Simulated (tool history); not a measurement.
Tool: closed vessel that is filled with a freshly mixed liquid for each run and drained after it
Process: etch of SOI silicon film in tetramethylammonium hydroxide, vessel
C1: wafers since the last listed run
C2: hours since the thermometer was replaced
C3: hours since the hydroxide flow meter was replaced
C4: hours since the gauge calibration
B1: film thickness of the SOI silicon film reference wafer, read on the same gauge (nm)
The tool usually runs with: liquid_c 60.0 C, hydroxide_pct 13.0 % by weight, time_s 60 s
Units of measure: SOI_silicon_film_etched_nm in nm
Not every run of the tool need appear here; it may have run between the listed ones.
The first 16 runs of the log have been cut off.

At day 7.758: thermometer replaced.
Run 17, day 8.279: usual settings but time_s 85 s; C1 1437; C2 12.5; C3 20.8; C4 19.5; B1 70.01. Result: SOI_silicon_film_etched_nm 292.02 nm.
Run 18, day 8.579: usual settings but hydroxide_pct 15.5 % by weight, time_s 75 s; C1 650; C2 19.7; C3 28.0; C4 26.7; B1 69.98. Result: SOI_silicon_film_etched_nm 237.44 nm.
Run 19, day 9.246: usual settings but liquid_c 57.0 C; C1 1446; C2 35.7; C3 44.0; C4 42.7; B1 70.00. Result: SOI_silicon_film_etched_nm 170.61 nm.
Run 20, day 9.696: usual settings but liquid_c 63.5 C; C1 976; C2 46.5; C3 54.8; C4 53.5; B1 70.01. Result: SOI_silicon_film_etched_nm 255.77 nm.
Run 21, day 10.329: usual settings but hydroxide_pct 9.0 % by weight; C1 1373; C2 61.7; C3 70.0; C4 68.7; B1 70.02. Result: SOI_silicon_film_etched_nm 235.62 nm.
Run 22, day 10.812: usual settings; C1 1048; C2 73.3; C3 81.6; C4 80.3; B1 69.97. Result: SOI_silicon_film_etched_nm 206.05 nm.
Run 23, day 11.542: usual settings; C1 1581; C2 90.8; C3 99.1; C4 97.8; B1 70.01. Result: SOI_silicon_film_etched_nm 206.89 nm.
Run 24, day 12.167: usual settings; C1 1355; C2 105.8; C3 114.1; C4 112.8; B1 70.03. Result: SOI_silicon_film_etched_nm 206.96 nm.
Run 25, day 12.608: usual settings but hydroxide_pct 14.5 % by weight, time_s 30 s; C1 958; C2 116.4; C3 124.7; C4 123.4; B1 70.02. Result: SOI_silicon_film_etched_nm 97.91 nm.
Run 26, day 13.358: usual settings but liquid_c 53.5 C, hydroxide_pct 16.0 % by weight, time_s 75 s; C1 1627; C2 134.4; C3 142.7; C4 141.4; B1 70.01. Result: SOI_silicon_film_etched_nm 156.72 nm.
Run 27, day 13.875: usual settings but hydroxide_pct 17.0 % by weight, time_s 90 s; C1 1120; C2 146.8; C3 155.1; C4 153.8; B1 70.02. Result: SOI_silicon_film_etched_nm 277.40 nm.
Run 28, day 14.329: usual settings but liquid_c 57.0 C, hydroxide_pct 10.5 % by weight; C1 985; C2 157.7; C3 166.0; C4 164.7; B1 69.99. Result: SOI_silicon_film_etched_nm 187.34 nm.
Run 29, day 14.983: usual settings; C1 1419; C2 173.4; C3 181.7; C4 180.4; B1 70.00. Result: SOI_silicon_film_etched_nm 207.54 nm.
Run 30, day 15.396: usual settings but hydroxide_pct 16.0 % by weight; C1 894; C2 183.3; C3 191.6; C4 190.3; B1 70.01. Result: SOI_silicon_film_etched_nm 188.25 nm.
Run 31, day 15.788: usual settings but liquid_c 55.5 C, hydroxide_pct 11.5 % by weight, time_s 70 s; C1 849; C2 192.7; C3 201.0; C4 199.7; B1 70.00. Result: SOI_silicon_film_etched_nm 191.63 nm.
Run 32, day 16.092: usual settings but liquid_c 67.5 C, hydroxide_pct 11.5 % by weight, time_s 50 s; C1 659; C2 200.0; C3 208.3; C4 207.0; B1 70.03. Result: SOI_silicon_film_etched_nm 286.78 nm.
Run 33, day 16.533: usual settings but liquid_c 57.5 C; C1 958; C2 210.6; C3 218.9; C4 217.6; B1 69.97. Result: SOI_silicon_film_etched_nm 176.62 nm.

Each row is a separate what-if for the run after 33, all from the same tool condition, not one after another. Results?
Run A, day 16.562: usual settings but liquid_c 58.0 C; C1 63; C2 211.3; C3 219.6; C4 218.3; B1 ?. Result: SOI_silicon_film_etched_nm ?.
Run B, day 16.562: usual settings but liquid_c 62.5 C; C1 63; C2 211.3; C3 219.6; C4 218.3; B1 ?. Result: SOI_silicon_film_etched_nm ?.
Run C, day 16.562: usual settings but liquid_c 64.0 C, time_s 75 s; C1 63; C2 211.3; C3 219.6; C4 218.3; B1 ?. Result: SOI_silicon_film_etched_nm ?.
Run D, day 16.562: usual settings but liquid_c 66.5 C; C1 63; C2 211.3; C3 219.6; C4 218.3; B1 ?. Result: SOI_silicon_film_etched_nm ?.
Run E, day 16.562: usual settings but liquid_c 64.0 C; C1 63; C2 211.3; C3 219.6; C4 218.3; B1 ?. Result: SOI_silicon_film_etched_nm ?.

run     B1  SOI_silicon_film_etched_nm
  A  70.00                      183.54
  B  70.00                      242.72
  C  70.00                      332.40
  D  70.00                      309.08
  E  70.00                      265.92
The same runs, with their run-to-run variation unchanged, on a tool lacking any hidden condition would have given:
run  SOI_silicon_film_etched_nm
  A                      176.69
  B                      233.96
  C                      320.51
  D                      298.18
  E                      256.41
